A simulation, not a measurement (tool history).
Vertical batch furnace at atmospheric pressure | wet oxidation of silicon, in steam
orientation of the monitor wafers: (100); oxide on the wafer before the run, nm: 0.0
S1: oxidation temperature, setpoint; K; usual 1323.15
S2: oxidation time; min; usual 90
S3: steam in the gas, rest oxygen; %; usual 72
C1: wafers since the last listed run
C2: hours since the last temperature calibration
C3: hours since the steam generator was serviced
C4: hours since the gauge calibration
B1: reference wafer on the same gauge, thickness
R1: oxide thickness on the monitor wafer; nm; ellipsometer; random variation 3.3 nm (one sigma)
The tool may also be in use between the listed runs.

run	hour	S1	S2	S3	C1	C2	C3	C4	B1	R1
1	0	1323.15	90	72	0	2995.5	1041.9	1400.5	630.36	568.91
2	63.1	1323.15	90	72	1003	3058.6	1105	1463.6	630.51	571.52
3	131.9	1323.15	77.5	72	1094	3127.4	1173.8	1532.4	631.21	525.92
4	227.7	1323.15	77.5	72	1524	3223.2	1269.6	1628.2	631.66	515.81
5	289.6	1323.15	90	72	984	3285.1	1331.5	1690.1	630.85	572.37
6	336.4	1323.15	90	72	744	3331.9	1378.3	1736.9	630.77	567.26
7	400.9	1323.15	90	72	1026	3396.4	1442.8	1801.4	631.44	564.14
8	449.4	1323.15	90	72	771	3444.9	1491.3	1849.9	631.49	568.75
9	555.6	1323.15	90	72	1689	3551.1	1597.5	1956.1	630.63	565.45
10	647.2	1323.15	90	72	1457	3642.7	1689.1	2047.7	629.99	567.92
11	684.9	1323.15	90	65	599	3680.4	1726.8	2085.4	631.28	536.17
12	751.1	1323.15	90	72	1053	3746.6	1793	2151.6	630.59	564.25
13	821.3	1323.15	90	72	1116	3816.8	1863.2	2221.8	630.83	571.76
14	864	1323.15	90	72	679	3859.5	1905.9	2264.5	630.58	566.94
15	956.4	1312.15	90	72	1470	3951.9	1998.3	2356.9	631.06	528.53
16	992.9	1323.15	90	72	580	3988.4	2034.8	2393.4	630.57	561.33
17	1085.8	1323.15	90	72	1478	4081.3	2127.7	2486.3	630.23	561.04
18	1158.1	1323.15	90	72	1150	4153.6	2200	2558.6	630.98	562.84
19	1195.9	1323.15	90	72	601	4191.4	2237.8	2596.4	630.37	553.57
20	1274.9	1341.15	116	72	1256	4270.4	2316.8	2675.4	630.52	706.44
21	1333.9	1323.15	90	60	938	4329.4	2375.8	2734.4	631.04	501.33
22	1427.2	1315.15	112.5	72	1484	4422.7	2469.1	2827.7	630.71	608.56
23	1510	1299.15	133.5	60	1317	4505.5	2551.9	2910.5	630.83	556.39
24	1552.8	1331.15	101.5	72	680	4548.3	2594.7	2953.3	630.33	617.83
25	1590.9	1311.15	52.5	72	606	4586.4	2632.8	2991.4	630.99	374.44
# hour 1659.3: gauge calibrated
26	1665	1307.15	55.5	79	1178	4660.5	2706.9	5.7	630.4	398.48
# hour 1772.1: steam generator serviced
27	1772.6	1323.15	48	76	1330	4768.1	0.5	113.3	631.11	402.28
28	2079.2	1323.15	90	72	4878	5074.7	307.1	419.9	630.82	574.87
# hour 2131.5: thermocouples replaced and temperature profile calibrated
29	2132	1305.15	115.5	72	458	0.5	359.9	472.7	630.86	612.29
30	2172.2	1323.15	90	72	639	40.7	400.1	512.9	630.64	577.41
31	2252.9	1323.15	112.5	63	1283	121.4	480.8	593.6	630.22	612.47
32	2303.8	1308.15	90	72	809	172.3	531.7	644.5	630.55	532.08
33	2394.5	1323.15	90	72	1443	263	622.4	735.2	630.55	573.94
34	2466.4	1317.15	90	72	1143	334.9	694.3	807.1	630.55	560.63
35	2555.6	1347.15	58.5	72	1419	424.1	783.5	896.3	630.99	504.22
36	2596.9	1339.15	109.5	72	657	465.4	824.8	937.6	631.69	697.09
37	2665.1	1323.15	90	78	1085	533.6	893	1005.8	631.23	600.8
38	2766.5	1323.15	90	79	1613	635	994.4	1107.2	630.9	610.06

4 ways to go on from here, each from the tool as it stands after run 38. What would each give?
A	2771.4	1302.15	90	72	77	639.9	999.3	1112.1	?	?
B	2771.4	1345.15	55	65	77	639.9	999.3	1112.1	?	?
C	2771.4	1312.15	90	77	77	639.9	999.3	1112.1	?	?
D	2771.4	1323.15	104.5	72	77	639.9	999.3	1112.1	?	?

run	B1	R1
A	630.2	509.74
B	630.2	446.54
C	630.2	561.53
D	630.2	623.82
Without the tool's hidden state the same runs would have given:
run	R1
A	512.22
B	448.63
C	564.19
D	626.69

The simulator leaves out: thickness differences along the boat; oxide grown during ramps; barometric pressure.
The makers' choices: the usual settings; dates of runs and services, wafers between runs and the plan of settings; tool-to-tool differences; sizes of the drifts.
